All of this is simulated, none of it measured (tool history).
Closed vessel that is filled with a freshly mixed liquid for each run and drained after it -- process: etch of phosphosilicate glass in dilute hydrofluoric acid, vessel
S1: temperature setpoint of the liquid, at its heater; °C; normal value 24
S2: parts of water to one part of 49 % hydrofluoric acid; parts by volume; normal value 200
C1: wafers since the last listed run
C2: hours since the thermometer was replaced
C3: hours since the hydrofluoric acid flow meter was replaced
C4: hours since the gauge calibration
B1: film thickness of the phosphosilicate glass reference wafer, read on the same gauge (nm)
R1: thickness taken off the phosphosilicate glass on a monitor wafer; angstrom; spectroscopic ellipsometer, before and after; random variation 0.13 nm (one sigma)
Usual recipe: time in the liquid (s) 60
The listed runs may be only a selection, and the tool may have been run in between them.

run 1 day=0 | S1=24 S2=200 time_in_the_liquid_(s)=70 | C1=0 C2=1579.1 C3=836.9 C4=1649.4 | B1=50.02 | R1=406.8
run 2 day=1.688 | S1=24 S2=200 time_in_the_liquid_(s)=60 | C1=5520 C2=1619.6 C3=877.4 C4=1689.9 | B1=49.98 | R1=349.8
run 3 day=4.275 | S1=24 S2=200 time_in_the_liquid_(s)=60 | C1=8465 C2=1681.7 C3=939.5 C4=1752 | B1=50.01 | R1=349.7
run 4 day=5.771 | S1=24 S2=200 time_in_the_liquid_(s)=85 | C1=4893 C2=1717.6 C3=975.4 C4=1787.9 | B1=49.98 | R1=495.2
run 5 day=7.375 | S1=24 S2=200 time_in_the_liquid_(s)=85 | C1=5248 C2=1756.1 C3=1013.9 C4=1826.4 | B1=49.98 | R1=494
run 6 day=8.629 | S1=24 S2=200 time_in_the_liquid_(s)=60 | C1=4103 C2=1786.2 C3=1044 C4=1856.5 | B1=50 | R1=348.5
run 7 day=11.454 | S1=24 S2=200 time_in_the_liquid_(s)=60 | C1=9242 C2=1854 C3=1111.8 C4=1924.3 | B1=50.01 | R1=347.2
-- day=12.075 thermometer replaced
-- day=12.904 hydrofluoric acid flow meter replaced
run 8 day=14.021 | S1=24 S2=200 time_in_the_liquid_(s)=60 | C1=8124 C2=46.7 C3=26.8 C4=1985.9 | B1=49.98 | R1=354.6
run 9 day=16.562 | S1=24 S2=200 time_in_the_liquid_(s)=60 | C1=8315 C2=107.7 C3=87.8 C4=2046.9 | B1=49.96 | R1=357.2
run 10 day=17.892 | S1=24 S2=200 time_in_the_liquid_(s)=60 | C1=4348 C2=139.6 C3=119.7 C4=2078.8 | B1=49.99 | R1=356
-- day=19.288 gauge calibrated
run 11 day=20.412 | S1=24 S2=200 time_in_the_liquid_(s)=60 | C1=8246 C2=200.1 C3=180.2 C4=27 | B1=49.99 | R1=354.9
run 12 day=23.212 | S1=24 S2=200 time_in_the_liquid_(s)=60 | C1=9160 C2=267.3 C3=247.4 C4=94.2 | B1=49.98 | R1=354.5
run 13 day=25.279 | S1=27 S2=245 time_in_the_liquid_(s)=85 | C1=6761 C2=316.9 C3=297 C4=143.8 | B1=50.01 | R1=431.6
run 14 day=28.188 | S1=24 S2=200 time_in_the_liquid_(s)=95 | C1=9514 C2=386.7 C3=366.8 C4=213.6 | B1=50 | R1=557.4
run 15 day=30.038 | S1=22 S2=200 time_in_the_liquid_(s)=60 | C1=6052 C2=431.1 C3=411.2 C4=258 | B1=49.99 | R1=325.9
run 16 day=33 | S1=24 S2=200 time_in_the_liquid_(s)=60 | C1=9691 C2=502.2 C3=482.3 C4=329.1 | B1=49.99 | R1=353.9
run 17 day=35.529 | S1=21.5 S2=200 time_in_the_liquid_(s)=45 | C1=8274 C2=562.9 C3=543 C4=389.8 | B1=50 | R1=240.3
run 18 day=36.804 | S1=24 S2=150 time_in_the_liquid_(s)=80 | C1=4171 C2=593.5 C3=573.6 C4=420.4 | B1=50.01 | R1=666.9
run 19 day=38.475 | S1=24 S2=200 time_in_the_liquid_(s)=60 | C1=5466 C2=633.6 C3=613.7 C4=460.5 | B1=50 | R1=350.5

What will run 20 give?
run 20 day=41.308 | S1=24 S2=200 time_in_the_liquid_(s)=60 | C1=9269 C2=701.6 C3=681.7 C4=528.5 | B1=? | R1=?

{"run 20": {"B1": 50.01, "R1": 350.9}}
If the tool had no hidden condition, the same run with the same run-to-run variation would have returned R1 357.3 angstrom.
